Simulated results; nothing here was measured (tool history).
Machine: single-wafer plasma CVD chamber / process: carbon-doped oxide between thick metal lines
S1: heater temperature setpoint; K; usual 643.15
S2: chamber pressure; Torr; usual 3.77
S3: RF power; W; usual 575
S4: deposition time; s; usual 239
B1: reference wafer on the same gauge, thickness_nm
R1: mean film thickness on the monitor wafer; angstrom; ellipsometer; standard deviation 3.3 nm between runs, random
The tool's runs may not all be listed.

run,day,S1,S2,S3,S4,B1,R1
1,0,643.15,3.77,575,229,1339.669,10913.57
2,0.496,643.15,3.77,575,239,1339.32,11295.61
3,1.233,643.15,3.77,575,239,1341.81,11309.25
4,1.879,643.15,3.77,575,266,1339.373,12624.33
5,3.058,643.15,3.77,575,239,1339.105,11302.77
6,3.562,643.15,2.9,575,239,1340.239,11019.93
7,4.121,643.15,3.77,575,239,1338.548,11323.76
8,4.608,643.15,3.77,625,239,1340.698,12047.49
9,4.875,643.15,4.48,575,239,1338.004,11592.22
10,5.625,657.15,2.85,575,219,1338.981,9813.97
11,6.367,656.15,4.04,470,225,1339.882,8925.94
# day 6.783: capacitance manometer re-zeroed and calibrated
# day 7.021: RF generator calibrated
# day 7.338: thermocouple changed; heater temperature recalibrated
# day 7.525: showerhead replaced
12,7.546,643.15,3.77,630,215,1340.738,10538.47
13,7.562,643.15,3.77,575,275,1339.969,12584.73
14,7.679,632.15,4.52,635,278,1339.779,14395.31
# day 8.342: gauge calibrated
15,8.388,643.15,3.77,620,239,1339.83,11533.7
16,9,651.15,3.77,575,239,1340.31,10720.82
17,9.979,643.15,3.77,575,285,1340.204,12991.2
# day 12.167: RF generator calibrated, repeated, since the last time left the tool worse
18,12.183,630.15,4.61,575,261,1339.863,13623.88
19,12.875,643.15,3.77,575,229,1339.499,11263.76
20,13.475,643.15,3.77,575,239,1341.488,11692.13
21,14.162,643.15,3.77,575,239,1341.287,11675.59
22,14.479,632.15,4.67,535,239,1340.716,11743.35
23,15.175,643.15,4.07,575,239,1338.986,11804.03
24,15.825,643.15,4.29,545,239,1341.136,11497.01
25,16.233,628.15,3.5,650,226,1340.419,12400.32
26,16.642,630.15,3.77,530,197,1340.298,9413.66
27,18.217,643.15,3.77,575,239,1340.285,11668.04
28,18.788,643.15,3.01,575,239,1340.439,11342.72

Alternative continuations, all from the tool just after run 28; predict every row:
A,18.808,643.15,3.77,575,239,?,?
B,18.808,643.15,3.77,640,206,?,?
C,18.808,637.15,4.28,575,239,?,?
D,18.808,643.15,3.04,680,284,?,?

run,B1,R1
A,1338.782,11636.38
B,1338.782,10812.14
C,1338.782,12025.08
D,1338.782,15121.49
Without the tool's unlogged condition, the same runs would have read:
run,R1
A,11773.85
B,10939.4
C,12167.14
D,15295.02

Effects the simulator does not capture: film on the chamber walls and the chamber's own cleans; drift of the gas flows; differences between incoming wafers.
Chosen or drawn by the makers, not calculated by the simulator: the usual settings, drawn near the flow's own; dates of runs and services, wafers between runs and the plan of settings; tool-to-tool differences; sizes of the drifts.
